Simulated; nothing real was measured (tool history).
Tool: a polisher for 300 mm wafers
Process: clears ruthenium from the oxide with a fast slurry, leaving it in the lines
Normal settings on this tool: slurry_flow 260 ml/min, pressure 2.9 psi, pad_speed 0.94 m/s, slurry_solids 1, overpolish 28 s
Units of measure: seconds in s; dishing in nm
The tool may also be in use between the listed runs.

run	hour	slurry_flow	pressure	pad_speed	slurry_solids	overpolish	wafers since the last listed run	wafers polished on this pad	hours since the slurry nozzle was cleaned	hours since the head pressure was calibrated	hours since the slurry blender was calibrated	incoming thickness of the incoming film, nm	seconds	dishing
1	0	285	2.9	0.94	1	28	0	240	505.8	909.6	267.9	140.4	33.2	80.9
# hour 55.5: head pressure recalibrated
2	104.6	260	2.9	0.94	1	28	1400	1640	610.4	49.1	372.5	140.5	36.9	77.3
3	148.6	260	2.9	0.94	1	28	600	2241	654.4	93.1	416.5	138.1	37	77.9
4	187.8	260	2.9	0.94	1	28	535	2776	693.6	132.3	455.7	139.9	37	79.3
5	230.3	290	2.9	0.94	1	28	580	3356	736.1	174.8	498.2	141	37.7	79.9
# hour 312.9: slurry nozzle cleaned
6	324.1	185	2.4	1.18	1	28	1266	4623	11.2	268.6	592	139.4	36.5	78.4
7	388.9	340	2.9	0.82	1	19	884	5508	76	333.4	656.8	137.9	40.3	51.8
# hour 467.6: slurry blender recalibrated
8	496.8	260	2.5	0.94	0.75	28	1445	6954	183.9	441.3	29.2	139.5	43.9	65.4
9	583	260	2.9	0.94	1.15	39	1176	8131	270.1	527.5	115.4	138.5	31.4	113.5
# hour 587.2: worn pad replaced by a new one
10	633.4	260	2.9	0.94	1	28	633	630	320.5	577.9	165.8	141	34.7	84
11	681.6	290	2.9	0.94	1	28	658	1288	368.7	626.1	214	139.1	32.1	82.6
12	787.7	345	3.2	1.24	1	41	1448	2737	474.8	732.2	320.1	140.3	23.2	138
13	882.3	205	2.9	0.64	1	28	1291	4028	569.4	826.8	414.7	138.6	53.6	55.7
14	953.6	260	2.9	0.94	1	28	973	5002	640.7	898.1	486	140.9	36.5	78.5
15	1033.9	295	2	0.94	1	28	1096	6098	721	978.4	566.3	139.3	52.9	56.9

Expected results for the next run?
# hour 1045.8: slurry nozzle cleaned
# hour 1054.9: head pressure recalibrated
16	1109.5	180	1.9	0.94	1	28	991	7089	63.7	54.6	641.9	138.2	?	?

seconds: 56.2 s
dishing: 51.9 nm
Had the tool carried no hidden state, the very same run would have given seconds 50.5 s, dishing 57 nm.
